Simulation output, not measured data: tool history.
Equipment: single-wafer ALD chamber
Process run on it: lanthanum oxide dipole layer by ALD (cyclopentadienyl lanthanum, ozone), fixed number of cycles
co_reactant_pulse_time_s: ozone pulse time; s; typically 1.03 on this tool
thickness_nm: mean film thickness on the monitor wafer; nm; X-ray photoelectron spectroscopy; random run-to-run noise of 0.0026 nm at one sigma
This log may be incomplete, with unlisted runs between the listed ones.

run    hour  co_reactant_pulse_time_s  read-back reference wafer on the same gauge, thickness_nm  thickness_nm
  1     0.0                      1.03                                                      0.449         0.512
  2    61.3                      1.03                                                      0.449         0.511
  3   139.3                      1.03                                                      0.449         0.508
  4   207.9                      1.03                                                      0.449         0.510
  5   258.2                      0.85                                                      0.449         0.475
      304.4  -- thermocouple changed; heater temperature recalibrated
  6   308.9                      0.85                                                      0.449         0.476
  7   386.8                      0.80                                                      0.449         0.462
  8   444.9                      0.91                                                      0.449         0.481
  9   506.9                      1.03                                                      0.449         0.503
 10   577.7                      1.25                                                      0.449         0.530
 11   685.6                      1.03                                                      0.449         0.500
 12   757.1                      1.03                                                      0.449         0.501
      813.7  -- ozone generator serviced
 13   840.6                      1.22                                                      0.449         0.542
 14   888.7                      1.03                                                      0.449         0.523
 15   951.1                      1.13                                                      0.449         0.534
 16  1022.4                      0.72                                                      0.449         0.458
 17  1089.4                      1.03                                                      0.449         0.513
 18  1152.7                      0.88                                                      0.449         0.496
 19  1249.2                      1.20                                                      0.449         0.537
 20  1325.4                      1.27                                                      0.449         0.541
 21  1361.8                      1.03                                                      0.449         0.515
 22  1454.4                      1.03                                                      0.449         0.509
     1515.5  -- gauge calibrated
     1526.7  -- thermocouple changed; heater temperature recalibrated
 23  1547.8                      0.68                                                      0.449         0.439
     1572.8  -- showerhead replaced
 24  1618.3                      1.33                                                      0.449         0.547
 25  1666.4                      1.03                                                      0.450         0.505
 26  1763.9                      0.67                                                      0.449         0.431
 27  1848.9                      1.32                                                      0.449         0.532
 28  1932.9                      0.65                                                      0.449         0.419
 29  1982.2                      1.03                                                      0.449         0.501
 30  2030.1                      1.16                                                      0.449         0.520
 31  2073.7                      1.03                                                      0.449         0.501
 32  2111.4                      1.03                                                      0.449         0.496
 33  2211.8                      1.36                                                      0.449         0.536

Selected run-to-run steps in thickness_nm, each split into two signed amounts: the part the tool would show with no hidden state at all (from settings, incoming material and random variation), and the remainder, which goes to the hidden state together with any gauge scatter not common to the measured and the hidden-state-free results:
The hidden state here: wafer temperature above the value expected at the setpoint (K); ozone dose above that of a generator just serviced (%); gauge reads high (%).
Run 12 -> 13: co_reactant_pulse_time_s 1.03 -> 1.22, ozone generator serviced. thickness_nm +0.041 nm: hidden state +0.023, all else +0.018.
Run 23 -> 24: co_reactant_pulse_time_s 0.68 -> 1.33, showerhead replaced. thickness_nm +0.108 nm: hidden state +0.005, all else +0.103.
Run 26 -> 27: co_reactant_pulse_time_s 0.67 -> 1.32. thickness_nm +0.101 nm: hidden state +0.006, all else +0.095.
Run 27 -> 28: co_reactant_pulse_time_s 1.32 -> 0.65. thickness_nm -0.113 nm: hidden state -0.010, all else -0.103.

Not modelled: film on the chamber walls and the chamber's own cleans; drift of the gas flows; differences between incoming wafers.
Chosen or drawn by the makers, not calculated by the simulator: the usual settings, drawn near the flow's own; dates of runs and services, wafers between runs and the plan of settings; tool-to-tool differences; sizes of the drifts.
